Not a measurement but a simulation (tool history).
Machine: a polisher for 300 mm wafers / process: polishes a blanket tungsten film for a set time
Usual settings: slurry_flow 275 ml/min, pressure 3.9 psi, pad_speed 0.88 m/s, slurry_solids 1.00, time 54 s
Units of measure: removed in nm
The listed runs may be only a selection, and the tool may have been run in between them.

| run | hour | slurry_flow | pressure | pad_speed | slurry_solids | time | incoming thickness of the incoming film, nm | removed |
|---|---|---|---|---|---|---|---|---|
| 1 | 0.0 | 275 | 3.9 | 0.88 | 1.00 | 67 | 753.6 | 312.0 |
| 2 | 58.1 | 275 | 3.9 | 0.88 | 1.00 | 67 | 753.3 | 302.8 |
| 3 | 105.5 | 275 | 3.9 | 0.88 | 1.00 | 54 | 756.4 | 245.0 |
|  | 108.1 | slurry tank refilled with fresh slurry and peroxide |
| 4 | 164.0 | 275 | 3.9 | 0.88 | 1.00 | 54 | 761.6 | 233.7 |
|  | 224.1 | worn pad replaced by a new one |
| 5 | 224.6 | 275 | 3.9 | 0.88 | 1.00 | 54 | 752.8 | 250.8 |
| 6 | 281.8 | 275 | 3.9 | 1.02 | 1.00 | 54 | 754.2 | 285.9 |
|  | 320.4 | slurry tank refilled with fresh slurry and peroxide |
| 7 | 350.9 | 275 | 3.9 | 1.02 | 1.00 | 54 | 748.3 | 275.0 |
|  | 354.4 | head pressure recalibrated |
|  | 360.0 | slurry blender recalibrated |
|  | 416.4 | worn pad replaced by a new one |
| 8 | 417.5 | 275 | 3.9 | 1.02 | 1.00 | 54 | 763.2 | 299.8 |
|  | 426.2 | slurry nozzle cleaned |
| 9 | 488.2 | 275 | 3.9 | 0.88 | 1.00 | 44 | 768.9 | 202.9 |
|  | 501.3 | slurry tank refilled with fresh slurry and peroxide |
| 10 | 541.4 | 275 | 3.9 | 0.88 | 1.00 | 44 | 765.6 | 199.4 |
| 11 | 576.6 | 275 | 3.9 | 0.88 | 1.00 | 44 | 769.3 | 197.3 |
|  | 611.5 | worn pad replaced by a new one |
| 12 | 626.0 | 275 | 3.9 | 0.60 | 1.00 | 69 | 758.4 | 216.3 |
| 13 | 670.9 | 275 | 3.9 | 0.88 | 1.00 | 54 | 746.9 | 248.9 |
|  | 708.2 | slurry tank refilled with fresh slurry and peroxide |
| 14 | 710.0 | 275 | 3.9 | 0.88 | 1.00 | 39 | 763.9 | 177.0 |
| 15 | 744.9 | 190 | 3.9 | 0.88 | 1.00 | 54 | 759.7 | 232.6 |
| 16 | 783.3 | 275 | 3.9 | 0.88 | 1.00 | 54 | 758.2 | 234.2 |
|  | 809.5 | worn pad replaced by a new one |
| 17 | 832.4 | 275 | 3.9 | 0.88 | 1.00 | 54 | 766.7 | 249.2 |
|  | 859.3 | slurry blender recalibrated |
| 18 | 859.8 | 275 | 3.2 | 0.88 | 1.00 | 54 | 762.1 | 222.7 |
| 19 | 889.0 | 275 | 3.9 | 0.88 | 1.00 | 54 | 768.7 | 246.6 |
| 20 | 927.3 | 275 | 2.9 | 0.88 | 1.00 | 65 | 756.2 | 249.1 |
|  | 941.6 | slurry tank refilled with fresh slurry and peroxide |
|  | 991.7 | worn pad replaced by a new one |
| 21 | 992.2 | 320 | 3.9 | 0.88 | 0.75 | 66 | 759.7 | 288.7 |
| 22 | 1039.3 | 275 | 3.2 | 1.04 | 1.00 | 54 | 768.0 | 259.2 |

Each row is a separate what-if for the run after 22, all from the same tool condition, not one after another. Results?
| A | 1039.7 | 275 | 3.9 | 0.88 | 1.00 | 66 | 750.2 | ? |
| B | 1039.7 | 275 | 5.0 | 0.88 | 1.00 | 54 | 750.2 | ? |
| C | 1039.7 | 275 | 3.9 | 1.04 | 1.00 | 54 | 750.2 | ? |

| run | removed |
|---|---|
| A | 304.1 |
| B | 291.4 |
| C | 294.1 |
What these runs would have given with no unlogged condition in the tool:
| run | removed |
|---|---|
| A | 308.4 |
| B | 295.5 |
| C | 298.2 |

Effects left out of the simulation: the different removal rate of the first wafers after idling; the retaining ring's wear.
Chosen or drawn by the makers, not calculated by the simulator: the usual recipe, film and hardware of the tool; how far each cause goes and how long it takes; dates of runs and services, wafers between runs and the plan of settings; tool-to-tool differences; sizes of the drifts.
